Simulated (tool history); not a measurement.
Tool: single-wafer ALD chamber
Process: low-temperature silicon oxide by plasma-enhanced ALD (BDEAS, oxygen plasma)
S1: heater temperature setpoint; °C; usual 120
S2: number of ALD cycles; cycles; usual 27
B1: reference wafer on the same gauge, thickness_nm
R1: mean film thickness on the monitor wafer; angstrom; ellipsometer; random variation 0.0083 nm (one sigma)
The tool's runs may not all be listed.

Run 1, hour 0: usual settings; B1 4.068. Result: R1 39.94 angstrom.
Run 2, hour 30.8: usual settings; B1 4.065. Result: R1 39.69 angstrom.
Run 3, hour 92.9: usual settings; B1 4.062. Result: R1 39.74 angstrom.
Run 4, hour 141.9: usual settings; B1 4.065. Result: R1 39.87 angstrom.
Run 5, hour 167.8: usual settings; B1 4.064. Result: R1 39.78 angstrom.
Run 6, hour 227.5: usual settings; B1 4.058. Result: R1 39.72 angstrom.
Run 7, hour 419.4: usual settings; B1 4.054. Result: R1 39.75 angstrom.
Run 8, hour 487.6: usual settings; B1 4.05. Result: R1 39.57 angstrom.
Run 9, hour 514.2: usual settings but S2 28 cycles; B1 4.051. Result: R1 41.05 angstrom.
Run 10, hour 567.1: usual settings but S1 117 °C; B1 4.047. Result: R1 39.79 angstrom.
Run 11, hour 609.2: usual settings; B1 4.045. Result: R1 39.69 angstrom.
Run 12, hour 662.6: usual settings; B1 4.047. Result: R1 39.6 angstrom.
Run 13, hour 730.7: usual settings; B1 4.043. Result: R1 39.5 angstrom.
Run 14, hour 794.2: usual settings; B1 4.039. Result: R1 39.59 angstrom.
Run 15, hour 854: usual settings; B1 4.037. Result: R1 39.59 angstrom.
Run 16, hour 902.2: usual settings; B1 4.039. Result: R1 39.63 angstrom.
Run 17, hour 956.8: usual settings; B1 4.035. Result: R1 39.44 angstrom.
Run 18, hour 1161.8: usual settings but S1 132 °C, S2 25 cycles; B1 4.029. Result: R1 35.75 angstrom.
At hour 1203.7: gauge calibrated.
Run 19, hour 1205.1: usual settings but S1 128 °C, S2 29 cycles; B1 4.11. Result: R1 42.68 angstrom.
At hour 1213.8: thermocouple changed; heater temperature recalibrated.
Run 20, hour 1266.7: usual settings; B1 4.107. Result: R1 40.05 angstrom.
Run 21, hour 1313.4: usual settings but S2 25 cycles; B1 4.108. Result: R1 37.23 angstrom.
Run 22, hour 1373.1: usual settings; B1 4.105. Result: R1 40.25 angstrom.
Run 23, hour 1422.4: usual settings but S2 23 cycles; B1 4.103. Result: R1 34.03 angstrom.
Run 24, hour 1488.9: usual settings but S1 107 °C, S2 30 cycles; B1 4.101. Result: R1 45.5 angstrom.
Run 25, hour 1525.9: usual settings but S1 133 °C, S2 24 cycles; B1 4.1. Result: R1 34.75 angstrom.
Run 26, hour 1597: usual settings but S2 24 cycles; B1 4.096. Result: R1 35.71 angstrom.
Run 27, hour 1667.8: usual settings; B1 4.091. Result: R1 40.13 angstrom.
Run 28, hour 1716.2: usual settings but S1 130 °C, S2 24 cycles; B1 4.094. Result: R1 34.89 angstrom.
Run 29, hour 1764: usual settings but S1 132 °C; B1 4.089. Result: R1 39.03 angstrom.
Run 30, hour 1811.4: usual settings but S1 130 °C; B1 4.088. Result: R1 39.28 angstrom.
Run 31, hour 1869.8: usual settings but S1 125 °C, S2 32 cycles; B1 4.083. Result: R1 47.12 angstrom.
Run 32, hour 1940.4: usual settings but S1 108 °C, S2 29 cycles; B1 4.087. Result: R1 43.83 angstrom.
Run 33, hour 2153: usual settings; B1 4.078. Result: R1 39.87 angstrom.
Run 34, hour 2211.2: usual settings but S1 110 °C; B1 4.075. Result: R1 40.62 angstrom.
Run 35, hour 2267.1: usual settings but S1 135 °C, S2 28 cycles; B1 4.078. Result: R1 40.13 angstrom.

Forecast each of these 5 alternatives for the next run:
Run A, hour 2267.5: usual settings but S2 31 cycles; B1 ?. Result: R1 ?.
Run B, hour 2267.5: usual settings but S1 126 °C, S2 32 cycles; B1 ?. Result: R1 ?.
Run C, hour 2267.5: usual settings but S1 126 °C, S2 29 cycles; B1 ?. Result: R1 ?.
Run D, hour 2267.5: usual settings but S1 134 °C, S2 28 cycles; B1 ?. Result: R1 ?.
Run E, hour 2267.5: usual settings but S1 112 °C; B1 ?. Result: R1 ?.

run     B1     R1
  A  4.075  45.66
  B  4.075   46.6
  C  4.075  42.23
  D  4.075  40.16
  E  4.075  40.37
Without the tool's hidden state the same runs would have given:
run     R1
  A  46.08
  B  47.03
  C  42.62
  D  40.52
  E  40.74

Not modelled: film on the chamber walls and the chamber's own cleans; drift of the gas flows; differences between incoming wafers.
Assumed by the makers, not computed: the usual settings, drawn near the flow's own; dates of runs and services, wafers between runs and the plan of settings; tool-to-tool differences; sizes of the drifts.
